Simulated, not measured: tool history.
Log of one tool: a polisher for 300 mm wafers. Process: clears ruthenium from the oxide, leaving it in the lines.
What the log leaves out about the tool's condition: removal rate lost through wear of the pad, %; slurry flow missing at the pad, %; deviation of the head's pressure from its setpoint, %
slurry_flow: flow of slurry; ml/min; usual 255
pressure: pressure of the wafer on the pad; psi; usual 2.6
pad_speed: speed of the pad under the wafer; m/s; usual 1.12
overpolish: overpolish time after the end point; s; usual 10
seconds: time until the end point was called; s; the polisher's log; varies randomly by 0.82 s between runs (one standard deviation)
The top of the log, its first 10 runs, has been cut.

run,hour,slurry_flow,pressure,pad_speed,overpolish,wafers since the last listed run,wafers polished on this pad,hours since the slurry nozzle was cleaned,hours since the head pressure was calibrated,"incoming thickness of the incoming film, nm",seconds
11,778.2,255,2.6,1.12,14,285,2657,657.7,231.7,165.8,99.5
12,839.9,255,2.6,1.12,14,445,3102,719.4,293.4,165.1,98.5
# hour 929.6: slurry nozzle cleaned
# hour 934.7: worn pad replaced by a new one
13,940.1,310,2.6,1.26,10,687,39,10.5,393.6,164.4,85.3
14,1029,310,2.6,1.26,10,641,680,99.4,482.5,163.7,85.4
15,1072.8,255,3.2,1.12,10,316,996,143.2,526.3,161.3,81.2
# hour 1099.4: head pressure recalibrated
16,1128.4,255,2.9,0.88,15,386,1383,198.8,29,166.8,117.1
17,1172.7,255,2.6,1.12,14,319,1703,243.1,73.3,165.1,99.5
18,1318.1,255,2.6,1.12,14,1049,2752,388.5,218.7,165.9,100.5
# hour 1410.6: worn pad replaced by a new one
19,1411.1,195,3.1,1.12,10,642,3,481.5,311.7,162.2,84.8
20,1493.5,255,2.6,1.12,10,594,598,563.9,394.1,164.4,98.9
21,1586.5,175,3.1,1.12,10,671,1269,656.9,487.1,165.7,88.6
# hour 1643.9: head pressure recalibrated
22,1677.5,215,2.3,1.12,10,642,1911,747.9,33.6,166.1,113
# hour 1767.9: slurry nozzle cleaned
23,1784.6,195,2.9,1.26,10,765,2677,16.7,140.7,165.4,81.6
# hour 1807.4: worn pad replaced by a new one
24,1866.8,320,2.6,0.82,10,564,429,98.9,222.9,165.1,131.9
25,1930.4,255,2.6,1.12,10,458,888,162.5,286.5,166.2,99.9
26,1980.8,255,3,1.38,10,363,1251,212.9,336.9,162.4,69.4
27,2082.6,255,2.6,1.12,10,734,1986,314.7,438.7,165.7,100.3
28,2139.3,255,2.6,1.12,8,409,2395,371.4,495.4,167.9,99.8
# hour 2213.4: head pressure recalibrated
29,2236.4,255,3.4,1.12,12,686,3081,468.5,23,162.6,77.5
# hour 2287: worn pad replaced by a new one
30,2294.1,255,2,1.12,14,387,51,526.2,80.7,162.6,121.3

Below are 5 alternative next runs, each starting from the tool's condition after run 30. Predict each:
A,2294.6,255,2.6,1.12,10,3,55,526.7,81.2,165.9,?
B,2294.6,170,2.6,1.12,10,3,55,526.7,81.2,165.9,?
C,2294.6,255,2.6,1.12,6,3,55,526.7,81.2,165.9,?
D,2294.6,320,2.6,1.12,12,3,55,526.7,81.2,165.9,?
E,2294.6,255,2.6,1.12,15,3,55,526.7,81.2,165.9,?

run,seconds
A,99.1
B,103.5
C,99.1
D,97.2
E,99.1
Without the tool's hidden state the same runs would have given:
run,seconds
A,99.1
B,103.5
C,99.1
D,97.2
E,99.1
